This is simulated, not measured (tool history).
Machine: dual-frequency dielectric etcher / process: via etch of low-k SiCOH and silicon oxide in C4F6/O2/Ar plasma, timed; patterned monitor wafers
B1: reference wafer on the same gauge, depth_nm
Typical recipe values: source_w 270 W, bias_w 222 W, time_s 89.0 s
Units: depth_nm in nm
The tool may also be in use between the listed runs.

{"run": 1, "hour": 0.0, "source_w": 270, "bias_w": 222, "time_s": 89.0, "B1": 245.0, "depth_nm": 232.2}
{"hour": 15.9, "done": "bias power generator calibrated"}
{"run": 2, "hour": 79.4, "source_w": 270, "bias_w": 222, "time_s": 89.0, "B1": 244.9, "depth_nm": 234.6}
{"run": 3, "hour": 163.7, "source_w": 270, "bias_w": 222, "time_s": 89.0, "B1": 245.1, "depth_nm": 236.2}
{"hour": 243.6, "done": "wet clean of the chamber"}
{"run": 4, "hour": 244.1, "source_w": 270, "bias_w": 222, "time_s": 89.0, "B1": 244.9, "depth_nm": 235.4}
{"run": 5, "hour": 268.8, "source_w": 270, "bias_w": 222, "time_s": 89.0, "B1": 245.0, "depth_nm": 235.2}
{"run": 6, "hour": 355.3, "source_w": 270, "bias_w": 222, "time_s": 89.0, "B1": 245.1, "depth_nm": 234.2}
{"run": 7, "hour": 403.3, "source_w": 340, "bias_w": 170, "time_s": 78.5, "B1": 245.1, "depth_nm": 212.7}
{"run": 8, "hour": 482.4, "source_w": 270, "bias_w": 222, "time_s": 89.0, "B1": 245.0, "depth_nm": 235.1}
{"run": 9, "hour": 561.4, "source_w": 240, "bias_w": 189, "time_s": 89.0, "B1": 244.9, "depth_nm": 205.0}
{"hour": 569.6, "done": "gauge calibrated"}
{"run": 10, "hour": 603.1, "source_w": 200, "bias_w": 193, "time_s": 64.0, "B1": 245.0, "depth_nm": 130.7}
{"hour": 610.3, "done": "bias power generator calibrated, repeated, since the last time left the tool worse"}
{"run": 11, "hour": 641.9, "source_w": 210, "bias_w": 222, "time_s": 100.0, "B1": 245.0, "depth_nm": 220.0}
{"hour": 658.4, "done": "source power generator calibrated"}
{"run": 12, "hour": 758.3, "source_w": 270, "bias_w": 222, "time_s": 89.0, "B1": 245.0, "depth_nm": 229.5}
{"hour": 940.2, "done": "wet clean of the chamber"}
{"run": 13, "hour": 967.2, "source_w": 270, "bias_w": 222, "time_s": 89.0, "B1": 245.0, "depth_nm": 230.6}
{"run": 14, "hour": 1053.8, "source_w": 230, "bias_w": 186, "time_s": 72.0, "B1": 245.1, "depth_nm": 156.8}
{"run": 15, "hour": 1138.1, "source_w": 270, "bias_w": 270, "time_s": 89.0, "B1": 245.1, "depth_nm": 250.2}
{"run": 16, "hour": 1229.8, "source_w": 330, "bias_w": 196, "time_s": 103.0, "B1": 244.9, "depth_nm": 286.1}
{"run": 17, "hour": 1274.4, "source_w": 270, "bias_w": 169, "time_s": 89.0, "B1": 244.9, "depth_nm": 207.4}
{"run": 18, "hour": 1358.2, "source_w": 270, "bias_w": 178, "time_s": 101.0, "B1": 245.1, "depth_nm": 240.7}
{"hour": 1431.3, "done": "upper electrode replaced"}
{"run": 19, "hour": 1436.9, "source_w": 300, "bias_w": 222, "time_s": 89.0, "B1": 244.9, "depth_nm": 245.9}
{"run": 20, "hour": 1479.4, "source_w": 270, "bias_w": 222, "time_s": 89.0, "B1": 244.9, "depth_nm": 230.4}
{"run": 21, "hour": 1544.2, "source_w": 270, "bias_w": 222, "time_s": 89.0, "B1": 244.9, "depth_nm": 230.8}
{"hour": 1623.0, "done": "wet clean of the chamber"}
{"run": 22, "hour": 1634.5, "source_w": 310, "bias_w": 242, "time_s": 102.0, "B1": 245.0, "depth_nm": 297.6}
{"run": 23, "hour": 1713.6, "source_w": 270, "bias_w": 222, "time_s": 113.5, "B1": 245.1, "depth_nm": 294.5}
{"run": 24, "hour": 1786.8, "source_w": 310, "bias_w": 195, "time_s": 73.5, "B1": 245.0, "depth_nm": 197.2}
{"run": 25, "hour": 1886.0, "source_w": 300, "bias_w": 196, "time_s": 107.5, "B1": 245.0, "depth_nm": 284.5}
{"run": 26, "hour": 1940.3, "source_w": 210, "bias_w": 192, "time_s": 79.5, "B1": 244.9, "depth_nm": 165.2}

Run 27, settings as shown, results not yet in. Your forecast:
{"run": 27, "hour": 2043.1, "source_w": 270, "bias_w": 272, "time_s": 89.0, "B1": "?", "depth_nm": "?"}

B1: 245.0
depth_nm: 252.6 nm
Had the tool carried no hidden state, the very same run would have given depth_nm 250.5 nm.
